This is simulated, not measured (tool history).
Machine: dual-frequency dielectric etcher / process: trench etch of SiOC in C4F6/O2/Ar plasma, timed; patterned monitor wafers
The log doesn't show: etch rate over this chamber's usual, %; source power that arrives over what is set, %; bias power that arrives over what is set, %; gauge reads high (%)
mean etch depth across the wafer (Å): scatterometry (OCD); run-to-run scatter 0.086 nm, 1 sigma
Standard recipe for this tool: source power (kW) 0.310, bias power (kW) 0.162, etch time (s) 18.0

run	day	source power (kW)	bias power (kW)	etch time (s)	wafers since the last listed run	hours since the last wet clean	hours since the last source power generator calibration	hours since the last bias power generator calibration	hours since the last upper electrode change	hours since the gauge calibration	read-back reference wafer on the same gauge, depth_nm	mean etch depth across the wafer (Å)
1	0.000	0.310	0.162	14.0	0	333.1	4002.9	818.2	5653.4	433.7	38.80	270.4
2	1.046	0.310	0.142	18.0	356	358.2	4028.0	843.3	5678.5	458.8	38.80	339.5
3	2.542	0.250	0.191	18.0	510	394.1	4063.9	879.2	5714.4	494.7	38.77	332.8
4	3.688	0.250	0.191	18.0	390	421.6	4091.4	906.7	5741.9	522.2	38.77	333.5
5	4.283	0.310	0.162	18.0	203	435.9	4105.7	921.0	5756.2	536.5	38.78	345.9
6	5.629	0.310	0.162	18.0	458	468.2	4138.0	953.3	5788.5	568.8	38.78	347.6
7	7.075	0.310	0.162	18.0	492	502.9	4172.7	988.0	5823.2	603.5	38.75	346.0
8	8.058	0.260	0.162	18.0	335	526.5	4196.3	1011.6	5846.8	627.1	38.81	327.3
# day 9.458: wet clean of the chamber
9	9.479	0.260	0.162	18.0	143	0.5	4230.4	1045.7	5880.9	661.2	38.80	326.9
10	10.796	0.310	0.147	18.0	448	32.1	4262.0	1077.3	5912.5	692.8	38.76	341.1
11	11.388	0.340	0.188	12.5	201	46.3	4276.2	1091.5	5926.7	707.0	38.78	255.4
12	12.233	0.280	0.162	15.0	288	66.6	4296.5	1111.8	5947.0	727.3	38.82	279.0
# day 13.871: upper electrode replaced
13	13.892	0.310	0.162	18.0	224	106.4	4336.3	1151.6	0.5	767.1	38.77	347.9
# day 14.238: source power generator calibrated
14	15.550	0.310	0.162	15.0	508	146.2	31.5	1191.4	40.3	806.9	38.79	289.7
15	16.979	0.310	0.162	13.5	487	180.5	65.8	1225.7	74.6	841.2	38.79	260.5
# day 17.129: gauge calibrated
16	17.817	0.340	0.162	18.0	285	200.6	85.9	1245.8	94.7	16.5	38.77	359.9
17	19.217	0.290	0.123	18.0	477	234.2	119.5	1279.4	128.3	50.1	38.78	322.3
18	20.558	0.310	0.190	22.5	457	266.4	151.7	1311.6	160.5	82.3	38.82	446.3
19	21.292	0.280	0.199	23.0	250	284.0	169.3	1329.2	178.1	99.9	38.77	446.2
# day 22.850: bias power generator calibrated
20	23.667	0.350	0.198	13.5	752	341.0	226.3	19.6	235.1	156.9	38.82	281.2
21	24.600	0.310	0.162	18.0	318	363.4	248.7	42.0	257.5	179.3	38.78	346.7
22	25.400	0.230	0.162	18.0	272	382.6	267.9	61.2	276.7	198.5	38.80	313.5
23	26.029	0.310	0.162	18.0	214	397.7	283.0	76.3	291.8	213.6	38.80	346.8
24	27.442	0.310	0.162	18.0	481	431.6	316.9	110.2	325.7	247.5	38.81	345.5
25	28.992	0.380	0.173	13.0	528	468.8	354.1	147.4	362.9	284.7	38.82	272.6
26	29.517	0.230	0.202	18.0	179	481.4	366.7	160.0	375.5	297.3	38.80	328.3
# day 30.629: wet clean of the chamber
27	30.921	0.310	0.162	19.5	137	7.0	400.4	193.7	409.2	331.0	38.83	377.1
28	32.129	0.340	0.162	12.5	411	36.0	429.4	222.7	438.2	360.0	38.77	248.9
29	33.529	0.310	0.162	18.0	477	69.6	463.0	256.3	471.8	393.6	38.81	347.6
30	34.133	0.360	0.143	21.5	205	84.1	477.5	270.8	486.3	408.1	38.80	426.6
31	34.767	0.240	0.162	18.0	215	99.3	492.7	286.0	501.5	423.3	38.81	317.8

Exercise: give the hidden state of the tool at every run:
etch rate over this chamber's usual, %: 0 across all the runs
source power that arrives over what is set, %: 0 across all the runs
bias power that arrives over what is set, %: 0 across all the runs
gauge reads high (%): 0 across all the runs
